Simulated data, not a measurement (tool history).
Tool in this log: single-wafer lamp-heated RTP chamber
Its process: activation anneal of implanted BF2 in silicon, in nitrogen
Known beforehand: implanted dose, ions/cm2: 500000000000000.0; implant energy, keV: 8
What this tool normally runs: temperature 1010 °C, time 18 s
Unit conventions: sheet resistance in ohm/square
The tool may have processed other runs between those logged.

run,hour,temperature,time,wafers since the last listed run,wafers since the last pyrometer calibration,wafers since the reflector plate was cleaned,hours since the gauge calibration,"read-back reference wafer on the same gauge, sheet resistance",sheet resistance
1,0,1030,18,0,6404,2366,1695.5,265.39,277.78
# hour 32.5: pyrometer window cleaned and pyrometer calibrated
2,52.9,1010,18,407,184,2773,1748.4,264.76,312
3,155.9,1010,18,934,1119,3707,1851.4,265.23,307.54
4,200.3,1010,18,402,1522,4110,1895.8,264.44,305.6
# hour 213.7: reflector plate cleaned
5,239.7,1010,13,284,1806,235,1935.2,265.38,313
6,347.2,1010,13,975,2782,1210,2042.7,265,313.68
7,428.2,1010,26,734,3517,1945,2123.7,265.26,290.27
8,525.9,1010,26,886,4403,2831,2221.4,265.41,290.26
9,578,1010,26,472,4876,3304,2273.5,264.93,291.23
10,653.6,1010,18,685,5561,3990,2349.1,265.04,299.94
# hour 691.9: reflector plate cleaned
11,721.8,1022,13,546,6108,271,2417.3,264.32,299.53
# hour 739.7: pyrometer window cleaned and pyrometer calibrated
12,782.5,1010,18,478,388,749,2478,264.32,309.72
13,886.9,1010,18,947,1335,1696,2582.4,265.08,305.78
14,961.7,1010,18,678,2014,2375,2657.2,264.56,307.69
15,1005.4,1010,18,396,2410,2771,2700.9,265.22,301.24
16,1087.2,1010,18,742,3152,3513,2782.7,265.46,306.39
17,1133.5,1010,18,420,3572,3933,2829,264.82,302.38
18,1170.5,998,15,335,3908,4269,2866,264.54,315.17
# hour 1225: reflector plate cleaned
19,1225.5,1027,28,426,4335,4,2921,265.7,265.69
20,1291.7,1010,26,600,4935,605,2987.2,265.22,291.66
# hour 1337.7: gauge calibrated
21,1392.8,1027,25,917,5852,1522,55.1,265.16,267.56
22,1464.6,1023,8,651,6504,2173,126.9,264.2,311.91
# hour 1487.3: pyrometer window cleaned and pyrometer calibrated
23,1569.3,990,25,877,743,3051,231.6,265.1,320.91
24,1648.1,989,18,714,1458,3765,310.4,264.98,331.26
# hour 1738.7: reflector plate cleaned
25,1745,983,28,806,2265,56,407.3,264.58,320.76
26,1820,998,13,680,2945,737,482.3,265.49,327.6
27,1888.7,998,8,623,3568,1360,551,264.76,344.93
28,1939.2,988,15,458,4026,1818,601.5,265.35,331.36
29,2004.2,1010,18,589,4616,2408,666.5,265.65,298.3
30,2083.3,1038,18,717,5334,3125,745.6,265.77,267.73
31,2131.4,1038,18,436,5770,3562,793.7,265.39,266.3
32,2186.3,1001,28,498,6268,4060,848.6,265.18,299.91
# hour 2228: pyrometer window cleaned and pyrometer calibrated
33,2231.4,996,13,336,30,4397,893.7,264.95,343.54
# hour 2253.8: reflector plate cleaned
34,2321.3,1010,18,743,773,612,983.6,264.73,309.43
35,2381,1022,9,541,1315,1153,1043.3,265.06,316.47
36,2447.3,1010,18,601,1916,1755,1109.6,265.28,306.27

Per-run results on a tool with no hidden state, each run keeping its own random variation:
Hidden conditions of the tool in this case: true wafer temperature minus pyrometer reading, K; wafer temperature error from the tarnished reflector plate, K; gauge reads high (%).
run,sheet resistance
1,293.22
2,313.52
3,313.26
4,312.61
5,321.81
6,324.52
7,301.25
8,302.17
9,303.54
10,312.23
11,312.13
12,312.79
13,312.69
14,316.58
15,310.81
16,317.4
17,313.78
18,329.92
19,283.12
20,304.64
21,285.32
22,325.4
23,327.05
24,343.23
25,335.66
26,342.28
27,364.88
28,352.06
29,310.03
30,282.18
31,280.87
32,311.24
33,345.83
34,314.81
35,324.2
36,315.28

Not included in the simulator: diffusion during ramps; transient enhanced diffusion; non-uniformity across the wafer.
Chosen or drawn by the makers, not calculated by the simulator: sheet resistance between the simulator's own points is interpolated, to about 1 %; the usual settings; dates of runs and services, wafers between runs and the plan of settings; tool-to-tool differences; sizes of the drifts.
